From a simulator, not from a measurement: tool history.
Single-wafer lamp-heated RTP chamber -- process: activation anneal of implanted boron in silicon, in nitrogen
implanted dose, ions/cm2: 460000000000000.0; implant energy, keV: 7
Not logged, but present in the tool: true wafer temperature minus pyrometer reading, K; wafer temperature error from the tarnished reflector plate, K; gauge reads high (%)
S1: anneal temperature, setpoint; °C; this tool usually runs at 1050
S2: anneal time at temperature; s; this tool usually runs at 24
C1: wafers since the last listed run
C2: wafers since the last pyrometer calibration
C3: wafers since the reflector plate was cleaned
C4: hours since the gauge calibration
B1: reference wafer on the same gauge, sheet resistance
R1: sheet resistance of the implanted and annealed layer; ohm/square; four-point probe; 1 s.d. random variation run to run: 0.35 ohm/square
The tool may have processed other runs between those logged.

run,hour,S1,S2,C1,C2,C3,C4,B1,R1
1,0,1050,18,0,4930,9539,182.5,234.78,235.27
2,17.9,1050,18,144,5075,9684,200.4,234.54,235.02
3,35.6,1050,18,143,5218,9827,218.1,234.65,235.16
4,53.1,1031,30,141,5360,9968,235.6,234.44,234.19
5,70.8,1031,30,143,5503,10111,253.3,234.11,233.49
6,78,1050,24,58,5561,10169,260.5,234.08,233.45
7,88.6,1050,24,85,5646,10255,271.1,233.95,233.93
# hour 100.3: pyrometer window cleaned and pyrometer calibrated
8,103,1050,24,51,22,10307,285.5,233.98,232.84
# hour 113.9: reflector plate cleaned
9,114.4,1050,24,27,49,4,296.9,233.78,233.08
10,124.1,1050,24,78,128,82,306.6,233.58,233.31
11,139.1,1050,34,121,249,203,321.6,233.22,230.68
# hour 143.2: gauge calibrated
12,156.6,1050,34,141,390,345,13.4,236.09,234.16
13,167.6,1050,24,88,479,434,24.4,236.1,235.13
14,177.1,1050,24,76,556,510,33.9,235.86,235.08
15,194.3,1050,14,138,695,649,51.1,235.88,236.52
16,200.5,1050,24,50,745,699,57.3,235.57,235.12
17,212.3,1058,24,95,840,795,69.1,235.79,234.53
18,225.6,1050,24,107,948,902,82.4,235.4,234.25
19,233,1032,30,59,1007,962,89.8,235.34,234.52
20,250.4,1050,24,140,1148,1103,107.2,235.37,234.41
21,263.3,1074,24,104,1252,1207,120.1,235.1,232.33
22,274.9,1041,19,93,1346,1301,131.7,234.84,235.7
23,292,1067,36,138,1484,1439,148.8,234.9,229.97
24,301.2,1076,16,74,1559,1513,158,234.6,234.07
25,308.3,1050,11,57,1616,1571,165.1,234.65,237.14

Predict each of these 5 candidate next runs independently; none follows another, all start after run 25:
A,308.7,1050,24,3,1619,1574,165.5,?,?
B,308.7,1035,24,3,1619,1574,165.5,?,?
C,308.7,1068,17,3,1619,1574,165.5,?,?
D,308.7,1062,36,3,1619,1574,165.5,?,?
E,308.7,1050,17,3,1619,1574,165.5,?,?

run,B1,R1
A,234.46,233.67
B,234.46,234.43
C,234.46,234.02
D,234.46,230.12
E,234.46,235.06
With the hidden condition removed and each run's random variation left untouched, the same runs would have given:
run,R1
A,235.02
B,235.78
C,235.36
D,231.44
E,236.41
